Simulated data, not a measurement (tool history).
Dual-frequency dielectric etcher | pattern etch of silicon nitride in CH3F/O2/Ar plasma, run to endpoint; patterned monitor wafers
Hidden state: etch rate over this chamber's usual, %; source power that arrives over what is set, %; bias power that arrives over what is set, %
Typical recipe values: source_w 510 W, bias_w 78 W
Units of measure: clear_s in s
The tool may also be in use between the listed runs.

run,day,source_w,bias_w,wafers since the last listed run,hours since the last wet clean,hours since the last source power generator calibration,hours since the last bias power generator calibration,hours since the last upper electrode change,"incoming incoming film thickness, nm",clear_s
1,0,510,78,0,107,3025.8,2563.7,3097.4,20.07,25.8
2,2.65,510,78,889,170.6,3089.4,2627.3,3161,19.96,25.8
3,5.975,510,78,1115,250.4,3169.2,2707.1,3240.8,19.94,25.9
4,10.054,510,78,1368,348.3,3267.1,2805,3338.7,20.03,26.1
5,12.588,510,78,849,409.1,3327.9,2865.8,3399.5,20.19,26.3
6,14.338,420,92,587,451.1,3369.9,2907.8,3441.5,20.17,27
# day 16.629: wet clean of the chamber
7,18.183,420,92,954,37.3,3462.2,3000.1,3533.8,19.78,25.7
8,21.2,510,85,1012,109.7,3534.6,3072.5,3606.2,19.88,24.8
9,24.771,510,85,1198,195.4,3620.3,3158.2,3691.9,20.02,25.2
10,26.375,510,78,538,233.9,3658.8,3196.7,3730.4,20.18,26
11,30.854,440,78,1502,341.4,3766.3,3304.2,3837.9,19.94,27.4
# day 33.983: upper electrode replaced
12,34.458,440,78,873,427.9,3852.8,3390.7,11.4,19.84,27.4
13,37.371,590,78,977,497.8,3922.7,3460.6,81.3,19.86,24.5
# day 39.071: wet clean of the chamber
14,41.092,600,65,912,48.5,4012,3549.9,170.6,20.02,25.6
15,43.971,510,87,966,117.6,4081.1,3619,239.7,20.17,24.8
16,48.133,510,87,1396,217.5,4181,3718.9,339.6,20.12,24.9
17,50.596,510,78,826,276.6,4240.1,3778,398.7,20.05,26
18,54.896,510,78,1442,379.8,4343.3,3881.2,501.9,19.98,25.9
# day 55.729: source power generator calibrated
19,58.121,510,78,1026,457.2,57.4,3958.6,579.3,19.97,25.9
# day 61.496: wet clean of the chamber
20,62,510,98,966,12.1,150.5,4051.7,672.4,20.16,23.6
21,65.3,600,78,1107,91.3,229.7,4130.9,751.6,20.11,24.1
22,68.383,510,78,1034,165.3,303.7,4204.9,825.6,20.19,26
23,70.967,620,96,866,227.3,365.7,4266.9,887.6,19.97,22.1
24,75.396,510,84,1486,333.6,472,4373.2,993.9,20.07,25.3
25,79.325,450,64,1318,427.9,566.3,4467.5,1088.2,20.3,29.7
26,82.358,510,78,1017,500.7,639.1,4540.3,1161,20.03,26
27,83.892,510,95,514,537.5,675.9,4577.1,1197.8,19.95,24.2
# day 87.567: wet clean of the chamber
28,87.588,410,94,904,0.5,764.6,4665.8,1286.5,20.1,26.1
# day 88.262: bias power generator calibrated
29,91.812,510,98,1361,101.9,866,85.2,1387.9,20.05,24.2
30,100.838,570,91,3028,318.5,1082.6,301.8,1604.5,19.85,23.7
31,104.371,560,91,1185,403.3,1167.4,386.6,1689.3,19.92,24
32,106.408,570,70,683,452.2,1216.3,435.5,1738.2,19.93,26.2
# day 108.442: wet clean of the chamber
33,110.288,510,78,966,44.3,1309.4,528.6,1831.3,20.1,26.2
34,112.067,400,86,596,87,1352.1,571.3,1874,20,27.8
35,114.738,510,78,896,151.1,1416.2,635.4,1938.1,20.01,26.2
36,118.354,560,89,1213,237.9,1503,722.2,2024.9,20.09,24.1

Consider 3 possible next runs. They are alternatives, not a sequence: every one starts from the tool as it was left by run 36. What does each give?
A,118.371,510,78,5,238.3,1503.4,722.6,2025.3,20,?
B,118.371,570,78,5,238.3,1503.4,722.6,2025.3,20,?
C,118.371,550,78,5,238.3,1503.4,722.6,2025.3,20,?

run,clear_s
A,26.2
B,25.1
C,25.4
Stripped of hidden state, with their random variation kept, the same runs would have yielded:
run,clear_s
A,26
B,24.8
C,25.2
